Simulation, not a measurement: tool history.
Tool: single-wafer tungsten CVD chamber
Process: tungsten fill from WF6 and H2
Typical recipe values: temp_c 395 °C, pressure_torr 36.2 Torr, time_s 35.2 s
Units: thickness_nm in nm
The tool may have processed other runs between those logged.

run   hour  temp_c  pressure_torr  time_s  wafers since the last listed run  hours since the last thermocouple change  hours since the last manometer calibration  hours since the showerhead was replaced  hours since the gauge calibration  read-back reference wafer on the same gauge, thickness_nm  thickness_nm
  1      0     395           36.2    35.2                                 0                                      1715                                       656.9                                   6403.5                                252                                                     89.016       110.756
  2   17.5     395           36.2    35.2                               411                                    1732.5                                       674.4                                     6421                              269.5                                                     89.014       110.066
  3   42.8     395           36.2    35.2                               595                                    1757.8                                       699.7                                   6446.3                              294.8                                                     88.983       110.674
  4   66.1     395           36.2    35.2                               548                                    1781.1                                         723                                   6469.6                              318.1                                                     89.009       111.454
  5   82.8     395           36.2    35.2                               393                                    1797.8                                       739.7                                   6486.3                              334.8                                                     88.953       111.942
  6  103.8     395           36.2    35.2                               494                                    1818.8                                       760.7                                   6507.3                              355.8                                                     88.879       112.552
  7  129.3     395           36.2    29.7                               600                                    1844.3                                       786.2                                   6532.8                              381.3                                                     89.033         94.19
  8  159.2     395           36.2    29.7                               703                                    1874.2                                       816.1                                   6562.7                              411.2                                                     88.933         94.59
  9  192.5     395           36.2    29.7                               783                                    1907.5                                       849.4                                     6596                              444.5                                                     89.108        94.097
 10  218.9     395           36.2    35.2                               621                                    1933.9                                       875.8                                   6622.4                              470.9                                                     89.031       111.621
 11  235.1     395           36.2    35.2                               381                                    1950.1                                         892                                   6638.6                              487.1                                                     89.006       113.026
 12  256.4     404           36.2    31.6                               501                                    1971.4                                       913.3                                   6659.9                              508.4                                                      89.01        117.51
     293.5  -- capacitance manometer re-zeroed and calibrated
 13    294     404           36.2    31.6                               696                                      2009                                         0.5                                   6697.5                                546                                                     88.946       120.513
 14  307.9     404           36.2    31.6                               327                                    2022.9                                        14.4                                   6711.4                              559.9                                                     88.948       121.897
 15  320.9     395           36.2    32.8                               305                                    2035.9                                        27.4                                   6724.4                              572.9                                                      88.98       106.906
 16  351.3     408           36.2    38.9                               715                                    2066.3                                        57.8                                   6754.8                              603.3                                                     89.041       158.256
 17    405     395           36.2    35.2                              1263                                      2120                                       111.5                                   6808.5                                657                                                     89.058       114.451
     426.7  -- capacitance manometer re-zeroed and calibrated, repeated, since the last time left the tool worse
     435.6  -- thermocouple changed; heater temperature recalibrated
 18  437.4     388             45    35.2                               385                                       1.8                                        10.7                                   6840.9                              689.4                                                     89.044       110.288
 19  451.4     395           36.2    35.2                               329                                      15.8                                        24.7                                   6854.9                              703.4                                                     89.076        109.87
 20  481.8     395           28.9    35.2                               715                                      46.2                                        55.1                                   6885.3                              733.8                                                     88.923         92.05
 21  498.1     395           36.2    35.2                               383                                      62.5                                        71.4                                   6901.6                              750.1                                                     89.072        110.57
     524.1  -- gauge calibrated
 22    554     395           36.2    33.1                              1315                                     118.4                                       127.3                                   6957.5                               29.9                                                     88.895       102.856
 23  574.2     406           43.1      31                               475                                     138.6                                       147.5                                   6977.7                               50.1                                                     89.022       130.661
     585.3  -- showerhead replaced
 24  605.3     395           36.2    35.2                               543                                     169.7                                       178.6                                       20                               81.2                                                     88.965       109.367
 25  619.8     400           38.5    29.9                               341                                     184.2                                       193.1                                     34.5                               95.7                                                     89.081        104.92
 26  646.6     395           36.2    35.2                               630                                       211                                       219.9                                     61.3                              122.5                                                     88.963        110.17
 27  676.9     387           41.4    37.3                               713                                     241.3                                       250.2                                     91.6                              152.8                                                     88.948        109.69
 28  699.4     407           36.2    35.2                               529                                     263.8                                       272.7                                    114.1                              175.3                                                     89.015       135.166
 29  717.2     383           39.5    37.2                               418                                     281.6                                       290.5                                    131.9                              193.1                                                     89.016        99.096
 30  747.9     409           36.2    35.2                               722                                     312.3                                       321.2                                    162.6                              223.8                                                     88.983       138.828
 31  779.8     395           44.7    35.2                               750                                     344.2                                       353.1                                    194.5                              255.7                                                      88.98       126.037

3 ways to go on from here, each from the tool as it stands after run 31. What would each give?
  A  780.2     395           36.2    35.2                                 9                                     344.6                                       353.5                                    194.9                              256.1                                                          ?             ?
  B  780.2     395           33.3    35.2                                 9                                     344.6                                       353.5                                    194.9                              256.1                                                          ?             ?
  C  780.2     395           32.9    35.2                                 9                                     344.6                                       353.5                                    194.9                              256.1                                                          ?             ?

run  read-back reference wafer on the same gauge, thickness_nm  thickness_nm
  A                                                     89.007       110.255
  B                                                     89.007       103.904
  C                                                     89.007       102.992
Take away the tool's hidden state, keep each run's random variation, and the runs would have read:
run  thickness_nm
  A       109.333
  B       103.028
  C       102.124
